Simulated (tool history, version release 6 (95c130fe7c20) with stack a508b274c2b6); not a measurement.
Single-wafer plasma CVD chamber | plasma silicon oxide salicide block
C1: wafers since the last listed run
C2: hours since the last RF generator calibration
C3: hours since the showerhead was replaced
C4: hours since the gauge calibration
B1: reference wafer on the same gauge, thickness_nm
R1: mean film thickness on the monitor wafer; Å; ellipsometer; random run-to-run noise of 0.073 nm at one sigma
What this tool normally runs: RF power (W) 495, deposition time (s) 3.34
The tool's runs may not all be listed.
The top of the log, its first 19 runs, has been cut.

{"run": 20, "hour": 1084.5, "RF power (W)": 400, "deposition time (s)": 3.55, "C1": 1848, "C2": 132.1, "C3": 424.2, "C4": 1243.4, "B1": 25.866, "R1": 310.51}
{"hour": 1090.3, "done": "gauge calibrated"}
{"run": 21, "hour": 1127.2, "RF power (W)": 545, "deposition time (s)": 2.9, "C1": 1335, "C2": 174.8, "C3": 466.9, "C4": 36.9, "B1": 25.261, "R1": 275.99}
{"run": 22, "hour": 1166.9, "RF power (W)": 455, "deposition time (s)": 2.83, "C1": 1241, "C2": 214.5, "C3": 506.6, "C4": 76.6, "B1": 25.323, "R1": 252.68}
{"run": 23, "hour": 1318.6, "RF power (W)": 495, "deposition time (s)": 3.34, "C1": 4744, "C2": 366.2, "C3": 658.3, "C4": 228.3, "B1": 25.438, "R1": 309.6}
{"run": 24, "hour": 1344.3, "RF power (W)": 495, "deposition time (s)": 3, "C1": 803, "C2": 391.9, "C3": 684, "C4": 254, "B1": 25.481, "R1": 278.26}
{"run": 25, "hour": 1384.4, "RF power (W)": 495, "deposition time (s)": 3.34, "C1": 1254, "C2": 432, "C3": 724.1, "C4": 294.1, "B1": 25.52, "R1": 309.93}
{"run": 26, "hour": 1429.8, "RF power (W)": 590, "deposition time (s)": 3.34, "C1": 1419, "C2": 477.4, "C3": 769.5, "C4": 339.5, "B1": 25.537, "R1": 331.01}
{"run": 27, "hour": 1489.3, "RF power (W)": 420, "deposition time (s)": 3.52, "C1": 1860, "C2": 536.9, "C3": 829, "C4": 399, "B1": 25.569, "R1": 308.7}
{"run": 28, "hour": 1551.0, "RF power (W)": 545, "deposition time (s)": 3.34, "C1": 1929, "C2": 598.6, "C3": 890.7, "C4": 460.7, "B1": 25.612, "R1": 320.96}
{"run": 29, "hour": 1687.7, "RF power (W)": 520, "deposition time (s)": 3.94, "C1": 4275, "C2": 735.3, "C3": 1027.4, "C4": 597.4, "B1": 25.669, "R1": 374.43}
{"run": 30, "hour": 1726.5, "RF power (W)": 495, "deposition time (s)": 3.34, "C1": 1213, "C2": 774.1, "C3": 1066.2, "C4": 636.2, "B1": 25.685, "R1": 311.85}
{"run": 31, "hour": 1778.6, "RF power (W)": 440, "deposition time (s)": 2.9, "C1": 1629, "C2": 826.2, "C3": 1118.3, "C4": 688.3, "B1": 25.673, "R1": 260.74}
{"run": 32, "hour": 1805.6, "RF power (W)": 495, "deposition time (s)": 3.03, "C1": 844, "C2": 853.2, "C3": 1145.3, "C4": 715.3, "B1": 25.679, "R1": 284.02}

Each row is a separate what-if for the run after 32, all from the same tool condition, not one after another. Results?
{"run": "A", "hour": 1806.0, "RF power (W)": 495, "deposition time (s)": 3.34, "C1": 12, "C2": 853.6, "C3": 1145.7, "C4": 715.7, "B1": "?", "R1": "?"}
{"run": "B", "hour": 1806.0, "RF power (W)": 430, "deposition time (s)": 3.57, "C1": 12, "C2": 853.6, "C3": 1145.7, "C4": 715.7, "B1": "?", "R1": "?"}
{"run": "C", "hour": 1806.0, "RF power (W)": 555, "deposition time (s)": 3.01, "C1": 12, "C2": 853.6, "C3": 1145.7, "C4": 715.7, "B1": "?", "R1": "?"}
{"run": "D", "hour": 1806.0, "RF power (W)": 535, "deposition time (s)": 2.93, "C1": 12, "C2": 853.6, "C3": 1145.7, "C4": 715.7, "B1": "?", "R1": "?"}
{"run": "E", "hour": 1806.0, "RF power (W)": 525, "deposition time (s)": 3.64, "C1": 12, "C2": 853.6, "C3": 1145.7, "C4": 715.7, "B1": "?", "R1": "?"}

run=A B1=25.684 R1=312.18
run=B B1=25.684 R1=317.41
run=C B1=25.684 R1=292.74
run=D B1=25.684 R1=281.37
run=E B1=25.684 R1=347.28
Without the tool's hidden state the same runs would have given:
run=A R1=307.43
run=B R1=312.58
run=C R1=288.28
run=D R1=277.09
run=E R1=341.99

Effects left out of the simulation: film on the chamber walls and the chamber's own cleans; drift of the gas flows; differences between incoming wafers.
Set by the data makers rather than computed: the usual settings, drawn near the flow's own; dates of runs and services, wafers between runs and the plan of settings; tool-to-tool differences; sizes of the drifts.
